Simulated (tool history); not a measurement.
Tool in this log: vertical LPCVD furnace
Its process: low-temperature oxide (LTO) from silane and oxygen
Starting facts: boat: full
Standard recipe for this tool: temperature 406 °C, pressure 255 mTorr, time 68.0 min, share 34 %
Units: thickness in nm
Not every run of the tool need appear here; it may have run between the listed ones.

run	hour	temperature	pressure	time	share	wafers since the last listed run	hours since the last temperature calibration	hours since the pressure gauge was zeroed	hours since the silane flow controller was replaced	hours since the gauge calibration	read-back reference wafer on the same gauge, thickness	thickness
1	0.0	397	255	68.0	34	0	1451.5	3047.7	2800.0	112.7	595.58	640.46
2	49.8	406	255	68.0	34	869	1501.3	3097.5	2849.8	162.5	594.91	708.69
3	105.8	406	255	68.0	34	978	1557.3	3153.5	2905.8	218.5	595.65	707.66
4	137.3	406	255	68.0	34	550	1588.8	3185.0	2937.3	250.0	595.43	710.90
5	193.0	406	255	68.0	34	972	1644.5	3240.7	2993.0	305.7	595.51	708.66
# hour 241.6: pressure gauge zeroed
6	258.3	406	255	68.0	34	721	1709.8	16.7	3058.3	371.0	594.91	710.42
# hour 295.3: gauge calibrated
7	319.9	406	255	68.0	34	1075	1771.4	78.3	3119.9	24.6	595.10	713.80
8	369.5	406	215	76.5	37	866	1821.0	127.9	3169.5	74.2	594.95	752.03
9	400.2	406	255	68.0	34	536	1851.7	158.6	3200.2	104.9	595.09	718.10
10	442.9	398	315	68.0	36	745	1894.4	201.3	3242.9	147.6	595.10	873.58
# hour 469.4: silane flow controller replaced
# hour 470.7: thermocouples replaced and temperature profile calibrated
11	471.2	406	295	85.0	34	52	0.5	229.6	1.8	175.9	594.66	997.24
12	539.1	406	220	88.5	36	1185	68.4	297.5	69.7	243.8	594.58	837.75
13	573.0	406	280	68.0	28	592	102.3	331.4	103.6	277.7	594.83	571.54
14	633.2	395	255	85.5	34	1051	162.5	391.6	163.8	337.9	594.76	764.50

Below are 4 alternative next runs, each starting from the tool's condition after run 14. Predict each:
A	637.6	406	255	68.0	27	76	166.9	396.0	168.2	342.3	?	?
B	637.6	406	255	68.0	28	76	166.9	396.0	168.2	342.3	?	?
C	637.6	412	200	68.0	34	76	166.9	396.0	168.2	342.3	?	?
D	637.6	406	280	68.0	34	76	166.9	396.0	168.2	342.3	?	?

run	read-back reference wafer on the same gauge, thickness	thickness
A	594.59	497.56
B	594.59	525.42
C	594.59	579.87
D	594.59	759.33
Had the tool no hidden state, the same runs would have come out as:
run	thickness
A	492.81
B	520.55
C	575.49
D	753.53
